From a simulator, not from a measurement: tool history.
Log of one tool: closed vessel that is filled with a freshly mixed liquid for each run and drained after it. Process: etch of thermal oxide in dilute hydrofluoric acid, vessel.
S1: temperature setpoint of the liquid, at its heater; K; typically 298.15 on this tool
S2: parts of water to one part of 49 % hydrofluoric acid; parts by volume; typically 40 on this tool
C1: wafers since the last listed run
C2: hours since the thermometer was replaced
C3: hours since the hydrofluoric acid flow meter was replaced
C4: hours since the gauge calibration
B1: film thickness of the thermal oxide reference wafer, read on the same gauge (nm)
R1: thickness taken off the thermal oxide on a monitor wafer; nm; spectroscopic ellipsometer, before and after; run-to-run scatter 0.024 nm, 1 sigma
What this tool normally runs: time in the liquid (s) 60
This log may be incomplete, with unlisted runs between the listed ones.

run 1 hour=0 | S1=298.15 S2=40 time_in_the_liquid_(s)=60 | C1=0 C2=2721.5 C3=1928.9 C4=49 | B1=149.99 | R1=8.72
run 2 hour=15.2 | S1=298.15 S2=40 time_in_the_liquid_(s)=60 | C1=1160 C2=2736.7 C3=1944.1 C4=64.2 | B1=149.97 | R1=8.69
run 3 hour=30 | S1=298.15 S2=40 time_in_the_liquid_(s)=60 | C1=1130 C2=2751.5 C3=1958.9 C4=79 | B1=150.02 | R1=8.74
run 4 hour=47.3 | S1=298.15 S2=40 time_in_the_liquid_(s)=60 | C1=1321 C2=2768.8 C3=1976.2 C4=96.3 | B1=149.96 | R1=8.77
run 5 hour=62.4 | S1=298.15 S2=40 time_in_the_liquid_(s)=60 | C1=1153 C2=2783.9 C3=1991.3 C4=111.4 | B1=149.99 | R1=8.75
run 6 hour=75.1 | S1=298.15 S2=40 time_in_the_liquid_(s)=60 | C1=970 C2=2796.6 C3=2004 C4=124.1 | B1=150.01 | R1=8.74
run 7 hour=84.5 | S1=298.15 S2=40 time_in_the_liquid_(s)=60 | C1=717 C2=2806 C3=2013.4 C4=133.5 | B1=150 | R1=8.73
-- hour=99.8 thermometer replaced
run 8 hour=105 | S1=298.15 S2=40 time_in_the_liquid_(s)=60 | C1=1489 C2=5.2 C3=2033.9 C4=154 | B1=149.99 | R1=8.74
run 9 hour=111.7 | S1=298.15 S2=40 time_in_the_liquid_(s)=60 | C1=511 C2=11.9 C3=2040.6 C4=160.7 | B1=150.02 | R1=8.77
run 10 hour=120.9 | S1=298.15 S2=40 time_in_the_liquid_(s)=60 | C1=702 C2=21.1 C3=2049.8 C4=169.9 | B1=150.02 | R1=8.76
run 11 hour=130.7 | S1=298.15 S2=40 time_in_the_liquid_(s)=60 | C1=748 C2=30.9 C3=2059.6 C4=179.7 | B1=150.02 | R1=8.79
run 12 hour=144.9 | S1=298.15 S2=40 time_in_the_liquid_(s)=60 | C1=1084 C2=45.1 C3=2073.8 C4=193.9 | B1=149.98 | R1=8.75
run 13 hour=155.4 | S1=298.15 S2=40 time_in_the_liquid_(s)=60 | C1=802 C2=55.6 C3=2084.3 C4=204.4 | B1=149.98 | R1=8.79
run 14 hour=171.6 | S1=298.15 S2=25 time_in_the_liquid_(s)=60 | C1=1237 C2=71.8 C3=2100.5 C4=220.6 | B1=149.99 | R1=14.32
-- hour=180.7 gauge calibrated
run 15 hour=185 | S1=298.15 S2=30 time_in_the_liquid_(s)=85 | C1=1023 C2=85.2 C3=2113.9 C4=4.3 | B1=149.99 | R1=16.88
-- hour=194.3 hydrofluoric acid flow meter replaced
run 16 hour=194.8 | S1=298.15 S2=30 time_in_the_liquid_(s)=60 | C1=672 C2=95 C3=0.5 C4=14.1 | B1=150 | R1=10.82
run 17 hour=204.5 | S1=295.65 S2=30 time_in_the_liquid_(s)=35 | C1=740 C2=104.7 C3=10.2 C4=23.8 | B1=150 | R1=5.71
run 18 hour=214.7 | S1=296.65 S2=35 time_in_the_liquid_(s)=35 | C1=779 C2=114.9 C3=20.4 C4=34 | B1=149.98 | R1=5.06
run 19 hour=230.5 | S1=298.15 S2=55 time_in_the_liquid_(s)=60 | C1=1206 C2=130.7 C3=36.2 C4=49.8 | B1=149.97 | R1=5.73
run 20 hour=248.4 | S1=294.65 S2=60 time_in_the_liquid_(s)=75 | C1=1367 C2=148.6 C3=54.1 C4=67.7 | B1=150.06 | R1=5.67
run 21 hour=263 | S1=298.15 S2=25 time_in_the_liquid_(s)=70 | C1=1115 C2=163.2 C3=68.7 C4=82.3 | B1=149.99 | R1=15.44
run 22 hour=275.9 | S1=298.15 S2=40 time_in_the_liquid_(s)=35 | C1=985 C2=176.1 C3=81.6 C4=95.2 | B1=149.98 | R1=4.69
run 23 hour=288 | S1=299.65 S2=25 time_in_the_liquid_(s)=60 | C1=924 C2=188.2 C3=93.7 C4=107.3 | B1=149.97 | R1=14.07

Branching from run 23: 5 alternative next runs. What would each branch give?
run A hour=288.7 | S1=300.65 S2=40 time_in_the_liquid_(s)=60 | C1=53 C2=188.9 C3=94.4 C4=108 | B1=? | R1=?
run B hour=288.7 | S1=296.15 S2=20 time_in_the_liquid_(s)=45 | C1=53 C2=188.9 C3=94.4 C4=108 | B1=? | R1=?
run C hour=288.7 | S1=298.15 S2=50 time_in_the_liquid_(s)=60 | C1=53 C2=188.9 C3=94.4 C4=108 | B1=? | R1=?
run D hour=288.7 | S1=300.15 S2=60 time_in_the_liquid_(s)=75 | C1=53 C2=188.9 C3=94.4 C4=108 | B1=? | R1=?
run E hour=288.7 | S1=298.15 S2=20 time_in_the_liquid_(s)=60 | C1=53 C2=188.9 C3=94.4 C4=108 | B1=? | R1=?

run=A B1=149.96 R1=8.86
run=B B1=149.96 R1=11.34
run=C B1=149.96 R1=6.32
run=D B1=149.96 R1=7.04
run=E B1=149.96 R1=16.45
Stripped of hidden state, with their random variation kept, the same runs would have yielded:
run=A R1=8.62
run=B R1=11.03
run=C R1=6.14
run=D R1=6.84
run=E R1=16
